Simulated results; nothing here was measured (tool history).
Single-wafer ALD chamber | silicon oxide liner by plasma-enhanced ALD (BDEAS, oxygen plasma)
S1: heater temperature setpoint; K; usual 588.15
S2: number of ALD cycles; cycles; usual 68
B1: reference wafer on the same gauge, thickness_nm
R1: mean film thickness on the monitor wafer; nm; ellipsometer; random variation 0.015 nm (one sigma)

run	hour	S1	S2	B1	R1
1	0	588.15	64	6.112	5.883
2	58.6	588.15	68	6.12	6.276
3	118.1	588.15	68	6.13	6.263
4	189.2	588.15	68	6.145	6.26
5	239.5	583.15	63	6.151	5.831
6	283.1	588.15	62	6.148	5.701
7	345.6	588.15	62	6.16	5.745
# hour 347: gauge calibrated
8	404.5	588.15	62	6.018	5.593
9	473.4	588.15	68	6.021	6.158
10	531.6	588.15	68	6.035	6.173
11	600.1	588.15	68	6.046	6.195
12	635.8	588.15	68	6.048	6.176
13	676.4	588.15	68	6.051	6.209
14	707.1	588.15	61	6.053	5.556
15	736.3	588.15	61	6.058	5.564
# hour 755.2: thermocouple changed; heater temperature recalibrated
16	789	588.15	61	6.065	5.567
17	836.6	597.15	68	6.075	6.161
18	871	597.15	68	6.083	6.115
19	908	597.15	68	6.089	6.151
20	971	600.15	60	6.087	5.407
21	1038.8	588.15	68	6.108	6.241
22	1072.2	584.15	68	6.101	6.258
23	1139.9	578.15	77	6.116	7.17
24	1177	588.15	68	6.123	6.233
25	1212.5	577.15	58	6.126	5.398
26	1245.6	582.15	58	6.132	5.376
27	1283.6	588.15	68	6.136	6.249
28	1353.5	583.15	74	6.137	6.866
# hour 1384.4: gauge calibrated
29	1386.3	578.15	68	6.019	6.251
30	1418.9	580.15	77	6.023	7.023
31	1466.7	588.15	68	6.034	6.173
32	1515.2	588.15	57	6.037	5.174
33	1576.3	588.15	68	6.041	6.161
34	1635.6	588.15	60	6.053	5.475
35	1694.7	600.15	74	6.06	6.615
36	1758.7	579.15	55	6.066	5.081
37	1798.3	592.15	78	6.075	7.094
38	1842.7	580.15	64	6.082	5.899
39	1911.9	577.15	61	6.09	5.666

4 ways to go on from here, each from the tool as it stands after run 39. What would each give?
A	1912.4	595.15	68	?	?
B	1912.4	601.15	75	?	?
C	1912.4	581.15	68	?	?
D	1912.4	603.15	75	?	?

run	B1	R1
A	6.088	6.173
B	6.088	6.756
C	6.088	6.282
D	6.088	6.739
Without the tool's hidden state the same runs would have given:
run	R1
A	6.093
B	6.669
C	6.201
D	6.652
